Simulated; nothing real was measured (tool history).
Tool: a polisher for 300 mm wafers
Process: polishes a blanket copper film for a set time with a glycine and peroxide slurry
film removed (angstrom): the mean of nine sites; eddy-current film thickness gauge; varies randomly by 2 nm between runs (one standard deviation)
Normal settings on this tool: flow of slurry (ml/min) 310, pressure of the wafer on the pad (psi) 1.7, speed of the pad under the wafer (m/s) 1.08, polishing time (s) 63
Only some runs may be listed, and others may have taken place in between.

run	hour	flow of slurry (ml/min)	pressure of the wafer on the pad (psi)	speed of the pad under the wafer (m/s)	polishing time (s)	incoming thickness of the incoming film, nm	film removed (angstrom)
1	0.0	310	1.7	1.08	63	2017.3	2357
2	50.3	310	1.7	1.08	63	2035.1	2389
3	76.7	280	1.7	1.08	76	2063.3	2784
4	123.8	280	1.7	1.08	76	2039.7	2797
5	152.5	280	1.7	1.08	76	2027.7	2827
6	213.4	310	1.7	1.08	47	2039.9	1750
7	252.1	310	1.7	1.08	47	2064.9	1750
8	312.5	310	2.1	1.08	63	2034.6	2572
9	373.7	310	2.1	1.08	63	2055.2	2646
10	413.0	310	1.7	1.08	63	2086.5	2336
11	460.2	310	1.7	1.08	63	2027.9	2359
12	531.9	310	1.7	1.08	63	2015.3	2353
13	570.1	310	1.7	1.08	63	2010.8	2356
14	623.2	420	1.7	1.08	78	2030.9	2918
15	651.6	310	1.3	1.08	48	2080.8	1582
16	677.8	310	1.7	1.08	63	2011.7	2323
17	743.3	310	1.3	1.08	48	2052.0	1574
18	786.1	310	1.7	0.88	63	2037.9	2024
19	846.8	375	1.5	1.08	47	2003.8	1665
20	886.4	345	1.7	1.08	63	2025.2	2354
21	951.0	310	1.7	1.08	63	2012.6	2328
22	1022.1	205	1.9	1.08	69	2059.6	2615
23	1057.4	345	2.0	0.84	44	2057.9	1472
24	1096.7	310	1.4	1.08	74	2079.0	2514
25	1225.1	310	1.7	1.08	63	2035.4	2371
26	1266.6	310	1.7	0.94	56	2046.4	1887
27	1299.0	310	1.7	1.08	63	2054.6	2348

The log once held 7 entries between its listed runs, left out of this copy. Where does each go, and what is different about the tool's unlogged condition between the listed run before it and the listed run after it?
Between runs 4 and 5: worn pad replaced by a new one (hour 141.4)
  nothing in the hidden state changes from one run to the other
Between runs 10 and 11: worn pad replaced by a new one (hour 434.5)
  nothing in the hidden state changes from one run to the other
Between runs 14 and 15: slurry nozzle cleaned (hour 627.1)
  nothing in the hidden state changes from one run to the other
Between runs 16 and 17: worn pad replaced by a new one (hour 713.9)
  nothing in the hidden state changes from one run to the other
Between runs 19 and 20: head pressure recalibrated (hour 884.1)
  nothing in the hidden state changes from one run to the other
Between runs 21 and 22: worn pad replaced by a new one (hour 964.8)
  nothing in the hidden state changes from one run to the other
Between runs 24 and 25: worn pad replaced by a new one (hour 1187.7)
  nothing in the hidden state changes from one run to the other
